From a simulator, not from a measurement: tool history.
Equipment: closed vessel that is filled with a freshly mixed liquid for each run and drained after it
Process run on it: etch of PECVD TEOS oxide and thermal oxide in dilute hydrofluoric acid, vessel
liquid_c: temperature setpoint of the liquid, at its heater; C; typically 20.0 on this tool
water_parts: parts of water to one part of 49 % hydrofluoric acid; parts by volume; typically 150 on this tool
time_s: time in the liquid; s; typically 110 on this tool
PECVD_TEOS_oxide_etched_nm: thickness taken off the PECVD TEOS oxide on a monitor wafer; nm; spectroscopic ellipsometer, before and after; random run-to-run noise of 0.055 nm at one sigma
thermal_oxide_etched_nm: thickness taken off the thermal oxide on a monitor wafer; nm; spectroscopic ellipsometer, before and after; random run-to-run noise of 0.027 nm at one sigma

run   hour  liquid_c  water_parts  time_s  read-back film thickness of the PECVD TEOS oxide reference wafer, read on the same gauge (nm)  read-back film thickness of the thermal oxide reference wafer, read on the same gauge (nm)  PECVD_TEOS_oxide_etched_nm  thermal_oxide_etched_nm
  1    0.0      20.0          150     110                                                                                          40.01                                                                                      70.008                        7.99                    2.331
  2   11.2      20.0          130     110                                                                                          39.99                                                                                      70.006                        9.48                    2.778
  3   19.1      20.0          130     110                                                                                          40.00                                                                                      70.024                        9.57                    2.745
  4   34.8      20.0          130     110                                                                                          40.00                                                                                      69.993                        9.38                    2.779
      42.3  -- thermometer replaced
  5   51.8      20.0          150     110                                                                                          40.02                                                                                      70.005                        8.03                    2.345
  6   66.1      20.0          190      90                                                                                          40.04                                                                                      69.971                        4.98                    1.439
      74.9  -- gauge calibrated
  7   79.1      20.0          190      90                                                                                          39.99                                                                                      69.998                        4.92                    1.443
  8   89.8      25.0           90     155                                                                                          40.03                                                                                      70.017                       24.78                    7.230
      96.4  -- hydrofluoric acid flow meter replaced
  9  107.1      20.0          150     110                                                                                          40.00                                                                                      70.006                        9.10                    2.639
 10  132.3      17.0          115     160                                                                                          40.02                                                                                      69.974                       15.86                    4.654
 11  145.4      17.5          190      60                                                                                          39.97                                                                                      70.050                        3.41                    0.997
 12  162.8      20.0          225      75                                                                                          39.99                                                                                      70.052                        3.83                    1.132
 13  171.7      17.0           85      75                                                                                          40.01                                                                                      70.011                       10.25                    3.032
 14  186.1      25.0          215     130                                                                                          39.98                                                                                      69.980                        8.49                    2.463
 15  193.1      22.5          150      80                                                                                          40.00                                                                                      70.043                        7.32                    2.131
 16  202.7      18.0          105     165                                                                                          40.04                                                                                      70.058                       18.68                    5.562
 17  218.8      20.0          100     110                                                                                          39.99                                                                                      69.987                       14.38                    4.141
 18  235.6      20.0          150     110                                                                                          40.01                                                                                      69.995                        8.97                    2.622
 19  243.8      20.0          200      55                                                                                          40.06                                                                                      70.032                        3.22                    0.939
 20  253.1      25.0          205     165                                                                                          39.98                                                                                      70.028                       11.28                    3.309
 21  270.1      24.0           85     140                                                                                          40.03                                                                                      69.993                       25.64                    7.475
 22  278.7      17.0          150     110                                                                                          40.02                                                                                      69.999                        7.95                    2.295
 23  285.6      20.0          150     110                                                                                          39.99                                                                                      69.926                        9.04                    2.662
 24  300.7      20.0          150     110                                                                                          39.98                                                                                      70.009                        9.00                    2.636
 25  317.7      20.0          150     110                                                                                          39.96                                                                                      69.997                        9.02                    2.688
 26  350.9      23.5           80     110                                                                                          40.02                                                                                      70.006                       21.22                    6.110

Same runs, no hidden state in the tool, same run-to-run variation:
Hidden conditions of the tool in this case: liquid colder than its thermometer reads (K); hydrofluoric acid flow below the setpoint (%); gauge reads high (%).
run  PECVD_TEOS_oxide_etched_nm  thermal_oxide_etched_nm
  1                        9.19                    2.679
  2                       10.87                    3.188
  3                       10.99                    3.151
  4                       10.78                    3.194
  5                        9.26                    2.704
  6                        5.77                    1.667
  7                        5.71                    1.674
  8                       28.50                    8.313
  9                        9.24                    2.680
 10                       16.12                    4.731
 11                        3.47                    1.016
 12                        3.90                    1.155
 13                       10.43                    3.087
 14                        8.68                    2.516
 15                        7.47                    2.176
 16                       19.06                    5.675
 17                       14.69                    4.229
 18                        9.18                    2.683
 19                        3.30                    0.962
 20                       11.56                    3.394
 21                       26.25                    7.654
 22                        8.15                    2.353
 23                        9.27                    2.731
 24                        9.25                    2.707
 25                        9.27                    2.763
 26                       21.82                    6.284

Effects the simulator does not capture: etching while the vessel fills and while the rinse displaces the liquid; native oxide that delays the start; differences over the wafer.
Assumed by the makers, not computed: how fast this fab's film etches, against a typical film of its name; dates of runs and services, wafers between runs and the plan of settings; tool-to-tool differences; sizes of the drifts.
